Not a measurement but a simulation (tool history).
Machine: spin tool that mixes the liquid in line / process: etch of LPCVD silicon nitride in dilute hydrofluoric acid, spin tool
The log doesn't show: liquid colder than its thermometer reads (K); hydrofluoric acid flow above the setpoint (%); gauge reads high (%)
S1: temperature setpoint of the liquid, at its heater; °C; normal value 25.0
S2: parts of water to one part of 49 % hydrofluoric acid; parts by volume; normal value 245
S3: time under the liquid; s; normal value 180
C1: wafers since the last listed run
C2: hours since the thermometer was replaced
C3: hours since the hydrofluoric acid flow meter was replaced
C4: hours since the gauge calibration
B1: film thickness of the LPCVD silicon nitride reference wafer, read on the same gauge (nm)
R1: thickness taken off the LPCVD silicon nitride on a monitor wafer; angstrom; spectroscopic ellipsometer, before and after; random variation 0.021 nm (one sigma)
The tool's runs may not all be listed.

Run 1, hour 0.0: usual settings; C1 0; C2 598.4; C3 562.1; C4 53.8; B1 90.002. Result: R1 4.05 angstrom.
Run 2, hour 30.9: usual settings but S3 145 s; C1 141; C2 629.3; C3 593.0; C4 84.7; B1 90.010. Result: R1 3.44 angstrom.
Run 3, hour 44.4: usual settings but S3 145 s; C1 61; C2 642.8; C3 606.5; C4 98.2; B1 90.010. Result: R1 3.55 angstrom.
Run 4, hour 70.0: usual settings; C1 117; C2 668.4; C3 632.1; C4 123.8; B1 89.996. Result: R1 4.59 angstrom.
Run 5, hour 101.4: usual settings but S2 205 parts by volume; C1 143; C2 699.8; C3 663.5; C4 155.2; B1 90.010. Result: R1 4.68 angstrom.
Run 6, hour 114.9: usual settings but S2 205 parts by volume; C1 61; C2 713.3; C3 677.0; C4 168.7; B1 89.986. Result: R1 5.03 angstrom.
Run 7, hour 149.6: usual settings but S2 205 parts by volume; C1 158; C2 748.0; C3 711.7; C4 203.4; B1 89.998. Result: R1 5.04 angstrom.
Run 8, hour 169.9: usual settings; C1 92; C2 768.3; C3 732.0; C4 223.7; B1 89.997. Result: R1 4.22 angstrom.
At hour 171.6: gauge calibrated.
Run 9, hour 184.2: usual settings but S1 22.5 °C, S2 315 parts by volume; C1 65; C2 782.6; C3 746.3; C4 12.6; B1 89.992. Result: R1 2.71 angstrom.
Run 10, hour 205.1: usual settings but S1 26.5 °C, S2 285 parts by volume; C1 95; C2 803.5; C3 767.2; C4 33.5; B1 90.010. Result: R1 4.02 angstrom.
At hour 217.6: hydrofluoric acid flow meter replaced.
Run 11, hour 223.6: usual settings; C1 80; C2 822.0; C3 6.0; C4 52.0; B1 89.981. Result: R1 4.05 angstrom.
Run 12, hour 245.1: usual settings but S1 28.5 °C, S2 285 parts by volume; C1 98; C2 843.5; C3 27.5; C4 73.5; B1 89.988. Result: R1 4.31 angstrom.
Run 13, hour 278.3: usual settings but S1 26.5 °C, S2 285 parts by volume; C1 152; C2 876.7; C3 60.7; C4 106.7; B1 90.014. Result: R1 4.06 angstrom.
Run 14, hour 303.0: usual settings; C1 113; C2 901.4; C3 85.4; C4 131.4; B1 89.996. Result: R1 4.04 angstrom.
At hour 318.7: thermometer replaced.
Run 15, hour 329.2: usual settings; C1 115; C2 10.5; C3 111.6; C4 157.6; B1 90.010. Result: R1 4.10 angstrom.
Run 16, hour 357.1: usual settings but S1 22.0 °C, S2 200 parts by volume, S3 70 s; C1 127; C2 38.4; C3 139.5; C4 185.5; B1 90.011. Result: R1 1.62 angstrom.
Run 17, hour 380.8: usual settings but S2 325 parts by volume, S3 135 s; C1 108; C2 62.1; C3 163.2; C4 209.2; B1 90.013. Result: R1 2.39 angstrom.
Run 18, hour 404.5: usual settings but S1 28.0 °C, S3 240 s; C1 108; C2 85.8; C3 186.9; C4 232.9; B1 89.999. Result: R1 6.62 angstrom.

Each row is a separate what-if for the run after 18, all from the same tool condition, not one after another. Results?
Run A, hour 405.0: usual settings; C1 2; C2 86.3; C3 187.4; C4 233.4; B1 ?. Result: R1 ?.
Run B, hour 405.0: usual settings but S1 29.0 °C, S2 325 parts by volume, S3 90 s; C1 2; C2 86.3; C3 187.4; C4 233.4; B1 ?. Result: R1 ?.
Run C, hour 405.0: usual settings but S1 29.0 °C, S2 280 parts by volume, S3 210 s; C1 2; C2 86.3; C3 187.4; C4 233.4; B1 ?. Result: R1 ?.
Run D, hour 405.0: usual settings but S1 21.5 °C, S2 345 parts by volume, S3 245 s; C1 2; C2 86.3; C3 187.4; C4 233.4; B1 ?. Result: R1 ?.
Run E, hour 405.0: usual settings but S1 27.5 °C, S2 200 parts by volume, S3 270 s; C1 2; C2 86.3; C3 187.4; C4 233.4; B1 ?. Result: R1 ?.

run      B1    R1
  A  90.010  4.07
  B  90.010  1.94
  C  90.010  5.28
  D  90.010  3.19
  E  90.010  8.73
With no hidden state in the tool, these same runs would have given:
run    R1
  A  4.07
  B  1.94
  C  5.28
  D  3.19
  E  8.73
